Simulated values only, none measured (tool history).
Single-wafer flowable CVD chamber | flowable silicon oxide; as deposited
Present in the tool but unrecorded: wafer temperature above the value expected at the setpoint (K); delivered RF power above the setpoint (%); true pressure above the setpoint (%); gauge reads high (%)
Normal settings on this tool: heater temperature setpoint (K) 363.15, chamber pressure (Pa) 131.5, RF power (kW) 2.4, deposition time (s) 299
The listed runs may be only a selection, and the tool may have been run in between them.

run,hour,heater temperature setpoint (K),chamber pressure (Pa),RF power (kW),deposition time (s),wafers since the last listed run,hours since the last thermocouple change,hours since the last RF generator calibration,hours since the last manometer calibration,hours since the showerhead was replaced,hours since the gauge calibration,"read-back reference wafer on the same gauge, thickness_nm",mean film thickness on the monitor wafer (nm)
1,0,363.15,131.5,2.4,299,0,2347.9,5.5,708.6,2903.3,428.7,349.208,379.437
2,9.9,363.15,131.5,2.4,299,40,2357.8,15.4,718.5,2913.2,438.6,349.657,377.333
# hour 22.2: showerhead replaced
3,22.7,368.15,131.5,2.4,256,19,2370.6,28.2,731.3,0.5,451.4,348.67,278.309
4,27.1,368.15,131.5,2.4,256,18,2375,32.6,735.7,4.9,455.8,348.794,276.569
5,39.2,368.15,131.5,2.4,256,49,2387.1,44.7,747.8,17,467.9,348.868,279.264
6,55.5,376.15,118.7,2.855,336,66,2403.4,61,764.1,33.3,484.2,350.248,268.689
7,63.9,363.15,131.5,2.165,299,34,2411.8,69.4,772.5,41.7,492.6,348.581,370.278
8,73.2,363.15,131.5,2.4,299,38,2421.1,78.7,781.8,51,501.9,348.907,375.379
9,85.9,353.15,131.5,2.4,299,51,2433.8,91.4,794.5,63.7,514.6,348.946,493.208
10,91.9,369.15,131.5,2.24,247,24,2439.8,97.4,800.5,69.7,520.6,349.529,259.528
11,107.5,363.15,131.5,2.4,299,63,2455.4,113,816.1,85.3,536.2,349.537,379.547
12,118.8,363.15,148.8,2.4,316,46,2466.7,124.3,827.4,96.6,547.5,348.991,454.448
# hour 134.4: gauge calibrated
13,151.3,363.15,131.5,2.4,299,133,2499.2,156.8,859.9,129.1,16.9,349.365,378.812
# hour 168.5: thermocouple changed; heater temperature recalibrated
14,169,371.15,141.2,2.4,356,39,0.5,174.5,877.6,146.8,34.6,349.041,386.355
15,174.3,363.15,158,2.4,299,21,5.8,179.8,882.9,152.1,39.9,348.644,457.877
# hour 195.5: capacitance manometer re-zeroed and calibrated
16,196,363.15,131.5,2.4,299,56,27.5,201.5,0.5,173.8,61.6,349.006,356.315
17,200.7,363.15,131.5,2.4,299,19,32.2,206.2,5.2,178.5,66.3,348.175,357.431
18,211.7,363.15,131.5,2.4,299,45,43.2,217.2,16.2,189.5,77.3,348.698,357.1
19,222.8,363.15,131.5,2.4,299,45,54.3,228.3,27.3,200.6,88.4,349.064,357.734
20,232.2,369.15,131.5,2.59,282,38,63.7,237.7,36.7,210,97.8,349.35,288.439
21,249.3,352.15,140.4,2.83,299,69,80.8,254.8,53.8,227.1,114.9,349.965,520.89
22,256.9,355.15,131.5,2.4,299,31,88.4,262.4,61.4,234.7,122.5,348.75,440.737
23,265.1,363.15,142.1,2.62,299,33,96.6,270.6,69.6,242.9,130.7,348.487,387.852
24,277.3,363.15,155.5,2.4,299,49,108.8,282.8,81.8,255.1,142.9,348.986,420.723
25,294,377.15,145.6,2.685,276,68,125.5,299.5,98.5,271.8,159.6,349.382,246.925
26,305.9,363.15,131.5,2.4,299,48,137.4,311.4,110.4,283.7,171.5,349.101,357.344
27,318.6,363.15,111.9,2.535,335,51,150.1,324.1,123.1,296.4,184.2,349.64,344.919
28,328.9,376.15,105.2,2.4,256,42,160.4,334.4,133.4,306.7,194.5,349.172,168.411
29,345.5,368.15,115.9,2.545,328,67,177,351,150,323.3,211.1,349.244,300.924

Alternative continuations, all from the tool just after run 29; predict every row:
A,346,373.15,131.5,2.4,299,2,177.5,351.5,150.5,323.8,211.6,?,?
B,346,351.15,131.5,2.85,299,2,177.5,351.5,150.5,323.8,211.6,?,?
C,346,367.15,131.5,2.4,267,2,177.5,351.5,150.5,323.8,211.6,?,?

run,"read-back reference wafer on the same gauge, thickness_nm",mean film thickness on the monitor wafer (nm)
A,349.291,268.004
B,349.291,501.554
C,349.291,284.791
With no hidden state in the tool, these same runs would have given:
run,mean film thickness on the monitor wafer (nm)
A,267.88
B,501.321
C,284.659

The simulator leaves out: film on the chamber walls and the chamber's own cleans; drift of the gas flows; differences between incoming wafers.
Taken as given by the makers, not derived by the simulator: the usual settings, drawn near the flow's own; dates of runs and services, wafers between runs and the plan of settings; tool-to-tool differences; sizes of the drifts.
